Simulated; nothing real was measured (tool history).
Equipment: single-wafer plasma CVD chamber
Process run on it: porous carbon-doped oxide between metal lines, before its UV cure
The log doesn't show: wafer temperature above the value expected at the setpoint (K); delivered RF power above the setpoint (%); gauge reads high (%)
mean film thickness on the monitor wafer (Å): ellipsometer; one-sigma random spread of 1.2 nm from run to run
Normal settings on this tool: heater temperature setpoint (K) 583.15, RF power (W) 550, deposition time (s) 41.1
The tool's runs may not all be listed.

run    hour  heater temperature setpoint (K)  RF power (W)  deposition time (s)  wafers since the last listed run  hours since the last thermocouple change  hours since the last RF generator calibration  hours since the showerhead was replaced  hours since the gauge calibration  read-back reference wafer on the same gauge, thickness_nm  mean film thickness on the monitor wafer (Å)
  1     0.0                           583.15           550                 42.8                                 0                                    1406.6                                         1354.8                                   4554.4                             1070.0                                                    263.145                                       2358.95
  2    21.5                           576.15           550                 41.1                               304                                    1428.1                                         1376.3                                   4575.9                             1091.5                                                    263.014                                       2343.77
  3    47.4                           573.15           550                 42.8                               366                                    1454.0                                         1402.2                                   4601.8                             1117.4                                                    262.661                                       2489.89
  4    68.7                           573.15           550                 42.8                               301                                    1475.3                                         1423.5                                   4623.1                             1138.7                                                    262.922                                       2501.67
  5    88.0                           583.15           600                 41.1                               273                                    1494.6                                         1442.8                                   4642.4                             1158.0                                                    262.910                                       2415.40
  6   117.7                           583.15           600                 41.1                               420                                    1524.3                                         1472.5                                   4672.1                             1187.7                                                    262.402                                       2410.05
  7   183.9                           583.15           600                 41.1                               937                                    1590.5                                         1538.7                                   4738.3                             1253.9                                                    263.520                                       2403.92
  8   201.2                           583.15           550                 41.1                               245                                    1607.8                                         1556.0                                   4755.6                             1271.2                                                    263.058                                       2260.43
      221.2  -- gauge calibrated
  9   221.7                           583.15           550                 41.1                               290                                    1628.3                                         1576.5                                   4776.1                                0.5                                                    262.836                                       2252.03
 10   315.1                           583.15           550                 41.1                              1323                                    1721.7                                         1669.9                                   4869.5                               93.9                                                    263.092                                       2236.82
 11   353.0                           583.15           550                 46.0                               536                                    1759.6                                         1707.8                                   4907.4                              131.8                                                    263.278                                       2525.36
 12   412.3                           583.15           550                 46.0                               840                                    1818.9                                         1767.1                                   4966.7                              191.1                                                    262.912                                       2497.92
 13   424.3                           597.15           500                 47.4                               170                                    1830.9                                         1779.1                                   4978.7                              203.1                                                    263.158                                       2258.06
 14   459.7                           598.15           505                 41.1                               501                                    1866.3                                         1814.5                                   5014.1                              238.5                                                    263.138                                       1962.76
 15   485.8                           577.15           645                 47.0                               369                                    1892.4                                         1840.6                                   5040.2                              264.6                                                    263.421                                       2967.61
 16   532.0                           576.15           485                 36.4                               654                                    1938.6                                         1886.8                                   5086.4                              310.8                                                    262.866                                       1875.83
 17   560.7                           583.15           550                 41.1                               406                                    1967.3                                         1915.5                                   5115.1                              339.5                                                    262.657                                       2224.10
 18   595.1                           583.15           550                 41.1                               487                                    2001.7                                         1949.9                                   5149.5                              373.9                                                    263.465                                       2239.94
      631.0  -- showerhead replaced
 19   631.5                           591.15           470                 38.2                               402                                    2038.1                                         1986.3                                      0.5                              410.3                                                    262.999                                       1771.87
 20   647.8                           573.15           445                 49.3                               230                                    2054.4                                         2002.6                                     16.8                              426.6                                                    262.879                                       2358.16
      664.5  -- RF generator calibrated
 21   665.0                           583.15           550                 44.4                               130                                    2071.6                                            0.5                                     34.0                              443.8                                                    263.328                                       2505.68
 22   693.5                           588.15           465                 48.6                               403                                    2100.1                                           29.0                                     62.5                              472.3                                                    262.937                                       2336.47
 23   729.4                           583.15           630                 39.0                               508                                    2136.0                                           64.9                                     98.4                              508.2                                                    262.992                                       2469.23
 24   749.0                           583.15           550                 41.1                               277                                    2155.6                                           84.5                                    118.0                              527.8                                                    263.534                                       2325.98
      764.6  -- thermocouple changed; heater temperature recalibrated
 25   765.1                           583.15           550                 41.1                               114                                       0.5                                          100.6                                    134.1                              543.9                                                    262.823                                       2325.65
 26   796.5                           583.15           550                 41.1                               444                                      31.9                                          132.0                                    165.5                              575.3                                                    262.905                                       2317.18
 27   830.8                           583.15           605                 37.4                               485                                      66.2                                          166.3                                    199.8                              609.6                                                    262.790                                       2277.90
 28   856.0                           583.15           550                 48.4                               357                                      91.4                                          191.5                                    225.0                              634.8                                                    262.955                                       2711.61
 29   887.2                           583.15           505                 41.1                               442                                     122.6                                          222.7                                    256.2                              666.0                                                    263.196                                       2173.24
 30   920.1                           583.15           605                 38.9                               466                                     155.5                                          255.6                                    289.1                              698.9                                                    263.015                                       2364.83
 31   933.2                           583.15           495                 43.4                               185                                     168.6                                          268.7                                    302.2                              712.0                                                    263.301                                       2254.28
 32   965.5                           597.15           475                 46.7                               457                                     200.9                                          301.0                                    334.5                              744.3                                                    263.379                                       2213.56
 33   983.9                           573.15           505                 38.0                               260                                     219.3                                          319.4                                    352.9                              762.7                                                    263.044                                       2140.94
 34  1000.0                           583.15           550                 48.7                               228                                     235.4                                          335.5                                    369.0                              778.8                                                    263.024                                       2738.35
 35  1035.9                           590.15           655                 34.0                               508                                     271.3                                          371.4                                    404.9                              814.7                                                    262.982                                       2106.80

Some steps in mean film thickness on the monitor wafer (Å), run to run, broken into two amounts with sign: the step expected even without the hidden condition (settings, incoming material, random variation), and the rest, left for the hidden condition together with whatever gauge scatter is not in both the measured and the hidden-condition-free result:
Run 14 -> 15: heater temperature setpoint (K) 598.15 -> 577.15, RF power (W) 505 -> 645, deposition time (s) 41.1 -> 47.0. mean film thickness on the monitor wafer (Å) +1004.85: hidden state -40.98, all else +1045.83.
Run 15 -> 16: heater temperature setpoint (K) 577.15 -> 576.15, RF power (W) 645 -> 485, deposition time (s) 47.0 -> 36.4. mean film thickness on the monitor wafer (Å) -1091.78: hidden state +38.66, all else -1130.44.
Run 20 -> 21: heater temperature setpoint (K) 573.15 -> 583.15, RF power (W) 445 -> 550, deposition time (s) 49.3 -> 44.4, RF generator calibrated. mean film thickness on the monitor wafer (Å) +147.52: hidden state +129.10, all else +18.42.
Run 34 -> 35: heater temperature setpoint (K) 583.15 -> 590.15, RF power (W) 550 -> 655, deposition time (s) 48.7 -> 34.0. mean film thickness on the monitor wafer (Å) -631.55: hidden state +4.28, all else -635.83.
